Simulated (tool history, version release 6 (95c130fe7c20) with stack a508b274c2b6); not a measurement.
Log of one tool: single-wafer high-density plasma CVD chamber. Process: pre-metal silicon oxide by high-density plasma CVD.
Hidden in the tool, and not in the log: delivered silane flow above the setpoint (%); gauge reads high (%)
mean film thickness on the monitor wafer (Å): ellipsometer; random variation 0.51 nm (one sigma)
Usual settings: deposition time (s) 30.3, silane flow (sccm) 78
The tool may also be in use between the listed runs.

| run | hour | deposition time (s) | silane flow (sccm) | wafers since the last listed run | hours since the silane flow controller was replaced | hours since the gauge calibration | read-back reference wafer on the same gauge, thickness_nm | mean film thickness on the monitor wafer (Å) |
|---|---|---|---|---|---|---|---|---|
| 1 | 0 | 25.8 | 83 | 0 | 3646.4 | 164.6 | 263.942 | 1944.53 |
| 2 | 55.2 | 25.8 | 83 | 1575 | 3701.6 | 219.8 | 264.127 | 1940.75 |
| 3 | 87 | 25.8 | 83 | 907 | 3733.4 | 251.6 | 263.581 | 1937.83 |
| 4 | 145.7 | 30.3 | 78 | 1675 | 3792.1 | 310.3 | 263.979 | 2177.75 |
| 5 | 196.2 | 30.3 | 78 | 1441 | 3842.6 | 360.8 | 263.924 | 2171.34 |
| 6 | 326 | 30.3 | 78 | 3704 | 3972.4 | 490.6 | 264.095 | 2160.66 |
| 7 | 351.6 | 30.3 | 78 | 730 | 3998 | 516.2 | 264.042 | 2165.61 |
| 8 | 397.2 | 30.3 | 78 | 1301 | 4043.6 | 561.8 | 263.991 | 2166.94 |
| 9 | 423.3 | 30.3 | 78 | 744 | 4069.7 | 587.9 | 264.183 | 2152.49 |
| 10 | 460.3 | 30.3 | 78 | 1055 | 4106.7 | 624.9 | 263.786 | 2161.83 |
| 11 | 529.6 | 30.3 | 78 | 1977 | 4176 | 694.2 | 263.99 | 2159.96 |

The next listed run, before its measurement:
| 12 | 595.8 | 26.1 | 87 | 1889 | 4242.2 | 760.4 | ? | ? |

{"run 12": {"read-back reference wafer on the same gauge, thickness_nm": 264.012, "mean film thickness on the monitor wafer (Å)": 2032.71}}
Without the tool's hidden state the same run would have given mean film thickness on the monitor wafer (Å) 2115.27.
